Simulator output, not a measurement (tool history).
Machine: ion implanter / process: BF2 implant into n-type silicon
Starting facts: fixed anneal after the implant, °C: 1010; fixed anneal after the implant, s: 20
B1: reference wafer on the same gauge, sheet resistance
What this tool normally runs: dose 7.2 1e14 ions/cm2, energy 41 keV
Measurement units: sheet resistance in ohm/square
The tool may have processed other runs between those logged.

Run 1, hour 0: usual settings but energy 37 keV; B1 160.07. Result: sheet resistance 170.03 ohm/square.
Run 2, hour 13.8: usual settings but energy 37 keV; B1 160.21. Result: sheet resistance 169.2 ohm/square.
Run 3, hour 20: usual settings but dose 5.5 1e14 ions/cm2; B1 160.04. Result: sheet resistance 205.2 ohm/square.
Run 4, hour 69.7: usual settings but dose 5.5 1e14 ions/cm2; B1 159.82. Result: sheet resistance 203.94 ohm/square.
Run 5, hour 83.1: usual settings but energy 31.5 keV; B1 160.19. Result: sheet resistance 175.94 ohm/square.
At hour 99.8: gauge calibrated.
Run 6, hour 113.2: usual settings but dose 8.05 1e14 ions/cm2; B1 160. Result: sheet resistance 153.43 ohm/square.
Run 7, hour 120.1: usual settings; B1 160.21. Result: sheet resistance 165.63 ohm/square.
Run 8, hour 126.7: usual settings; B1 160.2. Result: sheet resistance 164.67 ohm/square.
Run 9, hour 143.4: usual settings; B1 159.75. Result: sheet resistance 166.1 ohm/square.
Run 10, hour 155.4: usual settings; B1 159.99. Result: sheet resistance 165.09 ohm/square.
Run 11, hour 163.2: usual settings but dose 6.06 1e14 ions/cm2, energy 45.5 keV; B1 159.91. Result: sheet resistance 185.53 ohm/square.
Run 12, hour 176.8: usual settings but dose 6.06 1e14 ions/cm2, energy 45.5 keV; B1 160.01. Result: sheet resistance 185.97 ohm/square.
Run 13, hour 188.7: usual settings but dose 6.06 1e14 ions/cm2, energy 45.5 keV; B1 159.9. Result: sheet resistance 185.9 ohm/square.
Run 14, hour 202.1: usual settings but energy 29.5 keV; B1 160.1. Result: sheet resistance 178.87 ohm/square.
Run 15, hour 217.9: usual settings; B1 160.08. Result: sheet resistance 164.23 ohm/square.
Run 16, hour 227.2: usual settings but dose 6.32 1e14 ions/cm2; B1 160.04. Result: sheet resistance 181.75 ohm/square.
Run 17, hour 237: usual settings but dose 5.57 1e14 ions/cm2, energy 52.5 keV; B1 159.95. Result: sheet resistance 196.7 ohm/square.
Run 18, hour 252.3: usual settings but energy 34.5 keV; B1 159.96. Result: sheet resistance 170.21 ohm/square.
Run 19, hour 262.3: usual settings but dose 9.18 1e14 ions/cm2; B1 160.03. Result: sheet resistance 139.79 ohm/square.
Run 20, hour 279.4: usual settings but dose 9.23 1e14 ions/cm2, energy 46.5 keV; B1 160.1. Result: sheet resistance 134.34 ohm/square.
At hour 292.2: Faraday cup replaced and dose calibrated.
Run 21, hour 293: usual settings but dose 5.22 1e14 ions/cm2, energy 50.5 keV; B1 160.01. Result: sheet resistance 212.04 ohm/square.
Run 22, hour 310.1: usual settings; B1 159.95. Result: sheet resistance 167.29 ohm/square.
Run 23, hour 318.3: usual settings but dose 8.78 1e14 ions/cm2, energy 28 keV; B1 159.93. Result: sheet resistance 162.62 ohm/square.
Run 24, hour 324.9: usual settings; B1 159.97. Result: sheet resistance 165.96 ohm/square.
At hour 334.7: extraction supply calibrated.
Run 25, hour 342.5: usual settings but energy 45.5 keV; B1 159.98. Result: sheet resistance 164.45 ohm/square.
Run 26, hour 358.8: usual settings but dose 5.51 1e14 ions/cm2, energy 47.5 keV; B1 159.98. Result: sheet resistance 202.91 ohm/square.
Run 27, hour 366.7: usual settings but dose 8.22 1e14 ions/cm2; B1 159.93. Result: sheet resistance 151.98 ohm/square.
Run 28, hour 374.8: usual settings; B1 159.74. Result: sheet resistance 167.38 ohm/square.
Run 29, hour 392.3: usual settings; B1 159.83. Result: sheet resistance 166.61 ohm/square.
Run 30, hour 405.6: usual settings but dose 5.71 1e14 ions/cm2, energy 32 keV; B1 160.18. Result: sheet resistance 208.24 ohm/square.

Expected results for the next run?
At hour 415.3: gauge calibrated.
Run 31, hour 419: usual settings but dose 7.81 1e14 ions/cm2, energy 35 keV; B1 ?. Result: sheet resistance ?.

Run 31 gave B1 160.07, sheet resistance 163.48 ohm/square.
Minus the tool's unlogged condition, the same run would have read sheet resistance 165.14 ohm/square.
